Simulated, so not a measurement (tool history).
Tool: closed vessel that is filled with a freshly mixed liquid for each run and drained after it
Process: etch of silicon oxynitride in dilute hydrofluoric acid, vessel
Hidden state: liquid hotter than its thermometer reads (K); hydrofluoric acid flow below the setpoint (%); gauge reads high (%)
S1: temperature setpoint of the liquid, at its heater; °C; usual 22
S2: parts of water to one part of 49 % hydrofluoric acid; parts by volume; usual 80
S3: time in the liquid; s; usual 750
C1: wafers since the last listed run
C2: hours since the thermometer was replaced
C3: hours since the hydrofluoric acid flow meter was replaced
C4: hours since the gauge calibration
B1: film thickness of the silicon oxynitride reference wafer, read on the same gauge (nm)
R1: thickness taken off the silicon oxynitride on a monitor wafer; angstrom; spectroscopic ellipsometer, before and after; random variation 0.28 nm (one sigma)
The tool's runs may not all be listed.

run	hour	S1	S2	S3	C1	C2	C3	C4	B1	R1
1	0	22	80	750	0	418.1	1142.3	1059.5	110	337.6
2	25.3	22	80	750	1214	443.4	1167.6	1084.8	110.04	349.5
3	79.7	22	80	750	2610	497.8	1222	1139.2	110.01	343.7
4	122.7	22	80	750	2063	540.8	1265	1182.2	109.98	340.7
5	154.4	22	80	750	1521	572.5	1296.7	1213.9	110.02	342.6
6	199.1	25	80	750	2145	617.2	1341.4	1258.6	109.99	401.3
7	233.6	25	80	750	1655	651.7	1375.9	1293.1	110.01	396.5
8	265.3	22	80	1035	1521	683.4	1407.6	1324.8	110.01	476.6
# hour 288.3: gauge calibrated
# hour 297.7: thermometer replaced
9	318.4	22	80	750	2500	20.7	1460.7	30.1	109.99	329.3
10	349.7	22	80	750	1502	52	1492	61.4	109.98	329.9
11	557.3	22	80	750	9962	259.6	1699.6	269	109.99	329.7
# hour 600.3: hydrofluoric acid flow meter replaced
12	601.8	22	80	750	2087	304.1	1.5	313.5	110	354
13	658.8	22	80	750	2735	361.1	58.5	370.5	110.05	357.5
14	722.8	22	80	750	3071	425.1	122.5	434.5	109.98	355.5
15	790.7	22	80	750	3258	493	190.4	502.4	110.04	356.4
16	815.7	22	45	750	1199	518	215.4	527.4	109.99	672.1
17	848.1	26	80	750	1554	550.4	247.8	559.8	109.99	435.4
# hour 883.1: thermometer replaced
18	906.7	22	80	750	2764	23.6	306.4	618.4	109.98	345.1
19	971.3	22	80	750	3100	88.2	371	683	110.03	340.6
20	1004.9	22	55	920	1612	121.8	404.6	716.6	110.02	629.4
21	1042.4	22	80	1040	1799	159.3	442.1	754.1	110	479.3
22	1111.2	22	55	750	3301	228.1	510.9	822.9	109.98	507.8
23	1143.5	22	80	750	1550	260.4	543.2	855.2	109.98	348.2
24	1181.1	18.5	45	750	1804	298	580.8	892.8	110.03	526.1
25	1246.4	17	60	600	3133	363.3	646.1	958.1	110	293.9
26	1285.4	22	80	750	1871	402.3	685.1	997.1	109.99	350.2
27	1317.4	20	80	985	1535	434.3	717.1	1029.1	109.98	417
28	1369	26	110	505	2476	485.9	768.7	1080.7	110.03	198.1
# hour 1403.7: gauge calibrated
29	1434.5	20.5	65	450	3143	551.4	834.2	30.8	109.95	243.9
30	1470.7	20	80	750	1737	587.6	870.4	67	110.07	316.8
31	1540.7	18	80	750	3359	657.6	940.4	137	109.98	294.9
32	1565.7	22	115	990	1199	682.6	965.4	162	109.99	316.9
# hour 1594.6: thermometer replaced
33	1625.7	22	60	750	2831	31.1	1025.4	222	110	448

The tool's hidden state at each run:
gauge reads high (%): 0 in every run
H1: liquid hotter than its thermometer reads (K)
H2: hydrofluoric acid flow below the setpoint (%)
run	H1	H2
1	0.84	4.46
2	0.886	4.55
3	0.987	4.76
4	1.07	4.92
5	1.12	5.03
6	1.21	5.2
7	1.27	5.33
8	1.33	5.45
9	0.254	5.65
10	0.312	5.76
11	0.695	6.54
12	0.778	0.458
13	0.883	0.671
14	1	0.909
15	1.13	1.16
16	1.17	1.26
17	1.23	1.38
18	0.147	1.59
19	0.266	1.83
20	0.328	1.96
21	0.397	2.1
22	0.525	2.36
23	0.584	2.48
24	0.654	2.62
25	0.774	2.86
26	0.846	3.01
27	0.906	3.12
28	1	3.32
29	1.12	3.56
30	1.19	3.7
31	1.32	3.96
32	1.36	4.05
33	0.152	4.27
